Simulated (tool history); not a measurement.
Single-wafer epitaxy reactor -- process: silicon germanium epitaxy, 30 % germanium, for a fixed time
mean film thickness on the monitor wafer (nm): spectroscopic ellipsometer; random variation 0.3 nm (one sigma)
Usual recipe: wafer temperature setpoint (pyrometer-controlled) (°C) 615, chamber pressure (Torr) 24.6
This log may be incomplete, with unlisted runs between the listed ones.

run      day  wafer temperature setpoint (pyrometer-controlled) (°C)  chamber pressure (Torr)  read-back reference wafer on the same gauge, thickness_nm  mean film thickness on the monitor wafer (nm)
  1        0                                                     615                     24.6                                                    103.678                                         93.627
  2    3.521                                                     615                     20.9                                                    103.605                                          86.73
  3    7.325                                                     615                     20.9                                                    103.817                                         86.301
  4    9.588                                                     615                     20.9                                                    103.732                                         86.221
  5   13.233                                                     615                     24.6                                                    103.655                                         93.874
      13.917  -- gauge calibrated
  6   16.508                                                     615                     24.6                                                    103.682                                         93.704
  7   19.925                                                     615                     24.6                                                    103.471                                         93.608
      21.121  -- pyrometer calibrated
  8   21.475                                                     609                     28.8                                                    103.686                                          92.18
  9   25.604                                                     609                     28.8                                                    103.643                                         91.646
 10   29.342                                                     607                     24.6                                                    103.697                                         82.858
 11   32.675                                                     607                     24.6                                                    103.735                                         82.312
 12   34.725                                                     623                     21.9                                                    103.823                                        100.434
 13   36.758                                                     622                       20                                                    103.751                                         93.937
        37.9  -- capacitance manometer re-zeroed and calibrated
      39.642  -- showerhead replaced
 14   40.421                                                     615                     24.6                                                    103.653                                         93.347
 15   44.625                                                     627                     21.4                                                    103.633                                        105.183
 16   47.854                                                     609                     30.1                                                    103.645                                         93.977
 17   55.217                                                     601                     24.6                                                    103.729                                         75.157
 18   56.788                                                     615                     24.6                                                    103.811                                          93.77
 19    66.45                                                     608                     24.6                                                    103.769                                         84.178
      68.288  -- pyrometer calibrated
 20   72.554                                                     602                     22.3                                                    103.705                                         72.834
 21   75.242                                                     611                     21.7                                                    103.815                                         82.733
 22   78.579                                                     615                     24.6                                                    103.536                                         94.039
 23   80.971                                                     615                     20.5                                                    103.827                                         86.085
 24     83.2                                                     615                     19.7                                                    103.599                                         84.148
 25   86.921                                                     615                     24.6                                                    103.732                                          93.88
 26   89.062                                                     622                     22.8                                                    103.623                                        100.516
 27   91.071                                                     615                     24.6                                                    103.758                                         93.559
 28   92.679                                                     624                     22.1                                                    103.712                                        102.162
 29   96.138                                                     615                     24.6                                                    103.639                                         93.379
      99.588  -- gauge calibrated
 30  100.475                                                     622                     30.1                                                     103.69                                        114.061
 31  104.812                                                     609                     22.6                                                    103.796                                         81.721
 32  108.883                                                     615                     24.6                                                    103.786                                         93.527
 33  111.871                                                     615                     24.6                                                    103.744                                         93.308
     114.338  -- pyrometer calibrated
 34  115.129                                                     625                     29.1                                                    103.787                                        117.891
 35  117.467                                                     609                     29.1                                                    103.678                                         92.631
 36  119.354                                                     602                     26.9                                                    103.921                                          79.72

Below are 3 alternative next runs, each starting from the tool's condition after run 36. Predict each:
  A  119.371                                                     615                     24.6                                                          ?                                              ?
  B  119.371                                                     622                       22                                                          ?                                              ?
  C  119.371                                                     603                       27                                                          ?                                              ?

run  read-back reference wafer on the same gauge, thickness_nm  mean film thickness on the monitor wafer (nm)
  A                                                    103.622                                         93.396
  B                                                    103.622                                         98.644
  C                                                    103.622                                         80.785
Had the tool no hidden state, the same runs would have come out as:
run  mean film thickness on the monitor wafer (nm)
  A                                         93.396
  B                                         98.644
  C                                         80.785
